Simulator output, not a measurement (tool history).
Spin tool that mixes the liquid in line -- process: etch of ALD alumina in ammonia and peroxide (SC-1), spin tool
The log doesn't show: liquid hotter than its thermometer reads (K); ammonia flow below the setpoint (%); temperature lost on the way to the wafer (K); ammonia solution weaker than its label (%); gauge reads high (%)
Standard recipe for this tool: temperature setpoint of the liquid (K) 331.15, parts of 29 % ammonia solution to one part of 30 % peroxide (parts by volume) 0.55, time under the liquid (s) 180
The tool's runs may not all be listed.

run,hour,temperature setpoint of the liquid (K),parts of 29 % ammonia solution to one part of 30 % peroxide (parts by volume),time under the liquid (s),wafers since the last listed run,hours since the thermometer was replaced,hours since the ammonia flow meter was replaced,hours since the heated supply line was repaired,hours since the drum of ammonia solution was connected,hours since the gauge calibration,"read-back film thickness of the ALD alumina reference wafer, read on the same gauge (nm)",thickness taken off the ALD alumina on a monitor wafer (angstrom)
1,0.0,331.15,0.55,180,0,610.0,913.9,1429.4,498.2,212.7,149.99,150.6
# hour 27.9: new drum of ammonia solution connected
2,82.4,331.15,0.55,180,483,692.4,996.3,1511.8,54.5,295.1,149.96,151.4
3,134.6,331.15,0.55,180,309,744.6,1048.5,1564.0,106.7,347.3,150.00,151.6
4,173.2,331.15,0.55,180,229,783.2,1087.1,1602.6,145.3,385.9,149.98,148.8
5,260.7,331.15,0.55,180,519,870.7,1174.6,1690.1,232.8,473.4,149.99,153.2
6,300.3,331.15,0.55,180,235,910.3,1214.2,1729.7,272.4,513.0,150.01,154.1
# hour 343.7: thermometer replaced
7,351.5,331.15,0.55,180,298,7.8,1265.4,1780.9,323.6,564.2,149.97,149.4
8,418.8,331.15,0.55,180,399,75.1,1332.7,1848.2,390.9,631.5,150.02,149.7
9,499.1,331.15,0.55,130,476,155.4,1413.0,1928.5,471.2,711.8,149.99,109.7
# hour 566.0: new drum of ammonia solution connected
10,580.5,331.15,0.55,130,477,236.8,1494.4,2009.9,14.5,793.2,149.97,107.8
11,648.7,338.15,0.80,110,404,305.0,1562.6,2078.1,82.7,861.4,150.02,135.6
12,693.6,331.15,0.55,180,266,349.9,1607.5,2123.0,127.6,906.3,149.94,147.4
13,735.7,331.15,0.55,180,249,392.0,1649.6,2165.1,169.7,948.4,150.01,147.2
# hour 752.1: heated supply line repaired
14,841.0,327.65,0.55,180,619,497.3,1754.9,88.9,275.0,1053.7,149.98,133.1
# hour 1051.5: ammonia flow meter replaced
15,1086.2,340.65,0.55,85,1450,742.5,34.7,334.1,520.2,1298.9,149.95,122.5
# hour 1090.5: new drum of ammonia solution connected
# hour 1119.0: thermometer replaced
# hour 1123.9: gauge calibrated
16,1185.4,331.15,0.55,180,577,66.4,133.9,433.3,94.9,61.5,150.01,156.4
17,1258.6,334.65,0.55,180,434,139.6,207.1,506.5,168.1,134.7,149.94,185.8
18,1358.4,331.15,0.45,180,592,239.4,306.9,606.3,267.9,234.5,150.04,150.3
19,1458.1,331.15,0.55,180,592,339.1,406.6,706.0,367.6,334.2,150.00,156.4
20,1518.0,331.15,0.70,250,355,399.0,466.5,765.9,427.5,394.1,150.00,221.4
# hour 1524.5: new drum of ammonia solution connected
21,1586.6,340.65,0.75,220,401,467.6,535.1,834.5,62.1,462.7,150.00,312.0

Measured less the same run without the tool's hidden state. The same run-to-run variation is in both; the gauge's scatter may not be:
run,thickness taken off the ALD alumina on a monitor wafer (angstrom)
1,-8.2
2,-8.7
3,-9.0
4,-9.1
5,-9.7
6,-10.1
7,-10.0
8,-10.4
9,-7.9
10,-8.2
11,-10.1
12,-11.7
13,-12.0
14,-1.9
15,-2.5
16,-4.0
17,-5.1
18,-4.7
19,-5.4
20,-8.2
21,-11.5

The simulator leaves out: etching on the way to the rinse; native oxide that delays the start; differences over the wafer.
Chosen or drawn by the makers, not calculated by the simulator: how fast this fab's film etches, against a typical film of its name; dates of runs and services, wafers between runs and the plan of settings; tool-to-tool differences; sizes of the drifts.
